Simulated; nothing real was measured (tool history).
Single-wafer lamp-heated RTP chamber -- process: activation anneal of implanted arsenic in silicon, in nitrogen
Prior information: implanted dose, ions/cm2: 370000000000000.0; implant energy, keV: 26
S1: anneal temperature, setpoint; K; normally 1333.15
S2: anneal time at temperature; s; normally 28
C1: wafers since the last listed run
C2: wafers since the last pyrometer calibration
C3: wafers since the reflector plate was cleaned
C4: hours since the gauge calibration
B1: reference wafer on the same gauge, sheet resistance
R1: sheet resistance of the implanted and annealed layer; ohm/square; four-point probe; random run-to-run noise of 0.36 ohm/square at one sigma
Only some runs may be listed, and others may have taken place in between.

{"run": 1, "day": 0.0, "S1": 1333.15, "S2": 28, "C1": 0, "C2": 4945, "C3": 5811, "C4": 638.6, "B1": 234.98, "R1": 219.6}
{"run": 2, "day": 0.838, "S1": 1333.15, "S2": 38, "C1": 195, "C2": 5140, "C3": 6006, "C4": 658.7, "B1": 235.03, "R1": 217.14}
{"day": 1.875, "done": "pyrometer window cleaned and pyrometer calibrated"}
{"run": 3, "day": 2.154, "S1": 1333.15, "S2": 38, "C1": 229, "C2": 64, "C3": 6236, "C4": 690.3, "B1": 235.01, "R1": 219.56}
{"run": 4, "day": 3.271, "S1": 1333.15, "S2": 38, "C1": 260, "C2": 325, "C3": 6496, "C4": 717.1, "B1": 234.99, "R1": 219.66}
{"run": 5, "day": 4.171, "S1": 1354.15, "S2": 28, "C1": 209, "C2": 535, "C3": 6706, "C4": 738.7, "B1": 235.01, "R1": 217.96}
{"run": 6, "day": 5.188, "S1": 1354.15, "S2": 28, "C1": 237, "C2": 772, "C3": 6943, "C4": 763.1, "B1": 235.02, "R1": 217.92}
{"run": 7, "day": 6.158, "S1": 1333.15, "S2": 28, "C1": 226, "C2": 998, "C3": 7170, "C4": 786.4, "B1": 235.01, "R1": 220.67}
{"run": 8, "day": 7.296, "S1": 1333.15, "S2": 28, "C1": 265, "C2": 1263, "C3": 7435, "C4": 813.7, "B1": 234.99, "R1": 220.83}
{"run": 9, "day": 8.292, "S1": 1333.15, "S2": 28, "C1": 232, "C2": 1496, "C3": 7667, "C4": 837.6, "B1": 234.98, "R1": 220.33}
{"run": 10, "day": 9.358, "S1": 1333.15, "S2": 28, "C1": 248, "C2": 1744, "C3": 7916, "C4": 863.2, "B1": 234.93, "R1": 220.4}
{"run": 11, "day": 10.083, "S1": 1333.15, "S2": 28, "C1": 169, "C2": 1913, "C3": 8085, "C4": 880.6, "B1": 235.02, "R1": 221.16}
{"run": 12, "day": 10.85, "S1": 1333.15, "S2": 28, "C1": 178, "C2": 2092, "C3": 8264, "C4": 899.0, "B1": 235.03, "R1": 220.15}
{"run": 13, "day": 11.762, "S1": 1323.15, "S2": 28, "C1": 212, "C2": 2305, "C3": 8476, "C4": 920.9, "B1": 234.95, "R1": 221.81}
{"day": 12.417, "done": "gauge calibrated"}
{"run": 14, "day": 13.15, "S1": 1333.15, "S2": 41, "C1": 323, "C2": 2629, "C3": 8800, "C4": 17.6, "B1": 235.01, "R1": 217.54}
{"run": 15, "day": 14.35, "S1": 1333.15, "S2": 41, "C1": 279, "C2": 2908, "C3": 9080, "C4": 46.4, "B1": 234.97, "R1": 217.24}
{"run": 16, "day": 15.475, "S1": 1333.15, "S2": 41, "C1": 262, "C2": 3171, "C3": 9342, "C4": 73.4, "B1": 235.04, "R1": 216.78}
{"run": 17, "day": 16.117, "S1": 1333.15, "S2": 28, "C1": 149, "C2": 3320, "C3": 9492, "C4": 88.8, "B1": 235.04, "R1": 220.28}
{"run": 18, "day": 17.067, "S1": 1324.15, "S2": 32, "C1": 221, "C2": 3542, "C3": 9713, "C4": 111.6, "B1": 235.07, "R1": 220.66}
{"run": 19, "day": 18.125, "S1": 1333.15, "S2": 28, "C1": 246, "C2": 3789, "C3": 9960, "C4": 137.0, "B1": 235.03, "R1": 220.02}
{"run": 20, "day": 18.992, "S1": 1318.15, "S2": 23, "C1": 202, "C2": 3991, "C3": 10162, "C4": 157.8, "B1": 234.92, "R1": 223.53}
{"run": 21, "day": 19.704, "S1": 1333.15, "S2": 35, "C1": 166, "C2": 4157, "C3": 10329, "C4": 174.9, "B1": 234.98, "R1": 218.57}
{"run": 22, "day": 20.696, "S1": 1333.15, "S2": 43, "C1": 231, "C2": 4388, "C3": 10560, "C4": 198.7, "B1": 234.98, "R1": 216.36}
{"run": 23, "day": 21.379, "S1": 1311.15, "S2": 28, "C1": 159, "C2": 4548, "C3": 10719, "C4": 215.1, "B1": 235.06, "R1": 223.17}
{"day": 22.929, "done": "pyrometer window cleaned and pyrometer calibrated"}
{"run": 24, "day": 22.95, "S1": 1354.15, "S2": 28, "C1": 288, "C2": 4, "C3": 11008, "C4": 252.8, "B1": 235.02, "R1": 217.42}
{"run": 25, "day": 23.446, "S1": 1303.15, "S2": 41, "C1": 115, "C2": 120, "C3": 11123, "C4": 264.7, "B1": 235.0, "R1": 222.62}
{"run": 26, "day": 24.779, "S1": 1333.15, "S2": 37, "C1": 310, "C2": 431, "C3": 11434, "C4": 296.7, "B1": 235.03, "R1": 219.04}
{"run": 27, "day": 25.375, "S1": 1320.15, "S2": 36, "C1": 138, "C2": 569, "C3": 11573, "C4": 311.0, "B1": 235.07, "R1": 221.18}
{"day": 26.483, "done": "reflector plate cleaned"}
{"run": 28, "day": 26.754, "S1": 1333.15, "S2": 20, "C1": 243, "C2": 813, "C3": 63, "C4": 344.1, "B1": 235.05, "R1": 223.01}
{"run": 29, "day": 27.854, "S1": 1333.15, "S2": 28, "C1": 256, "C2": 1070, "C3": 319, "C4": 370.5, "B1": 235.0, "R1": 220.71}
{"run": 30, "day": 28.471, "S1": 1323.15, "S2": 16, "C1": 143, "C2": 1214, "C3": 463, "C4": 385.3, "B1": 235.0, "R1": 225.18}
{"run": 31, "day": 29.817, "S1": 1363.15, "S2": 12, "C1": 313, "C2": 1528, "C3": 777, "C4": 417.6, "B1": 235.05, "R1": 220.9}
{"run": 32, "day": 30.379, "S1": 1355.15, "S2": 43, "C1": 131, "C2": 1659, "C3": 908, "C4": 431.1, "B1": 235.01, "R1": 213.15}
{"run": 33, "day": 31.3, "S1": 1333.15, "S2": 28, "C1": 214, "C2": 1874, "C3": 1123, "C4": 453.2, "B1": 234.94, "R1": 220.51}
{"run": 34, "day": 32.354, "S1": 1316.15, "S2": 18, "C1": 245, "C2": 2119, "C3": 1369, "C4": 478.5, "B1": 234.94, "R1": 225.75}
{"run": 35, "day": 33.762, "S1": 1333.15, "S2": 28, "C1": 328, "C2": 2448, "C3": 1697, "C4": 512.3, "B1": 235.0, "R1": 219.48}

What if the next run were any one of these 4? Each begins from the tool's condition after run 35:
{"run": "A", "day": 33.779, "S1": 1333.15, "S2": 32, "C1": 3, "C2": 2452, "C3": 1701, "C4": 512.7, "B1": "?", "R1": "?"}
{"run": "B", "day": 33.779, "S1": 1333.15, "S2": 34, "C1": 3, "C2": 2452, "C3": 1701, "C4": 512.7, "B1": "?", "R1": "?"}
{"run": "C", "day": 33.779, "S1": 1350.15, "S2": 16, "C1": 3, "C2": 2452, "C3": 1701, "C4": 512.7, "B1": "?", "R1": "?"}
{"run": "D", "day": 33.779, "S1": 1355.15, "S2": 37, "C1": 3, "C2": 2452, "C3": 1701, "C4": 512.7, "B1": "?", "R1": "?"}

run=A B1=235.00 R1=219.37
run=B B1=235.00 R1=218.93
run=C B1=235.00 R1=221.51
run=D B1=235.00 R1=214.23
Stripped of hidden state, with their random variation kept, the same runs would have yielded:
run=A R1=220.66
run=B R1=220.26
run=C R1=222.61
run=D R1=215.83

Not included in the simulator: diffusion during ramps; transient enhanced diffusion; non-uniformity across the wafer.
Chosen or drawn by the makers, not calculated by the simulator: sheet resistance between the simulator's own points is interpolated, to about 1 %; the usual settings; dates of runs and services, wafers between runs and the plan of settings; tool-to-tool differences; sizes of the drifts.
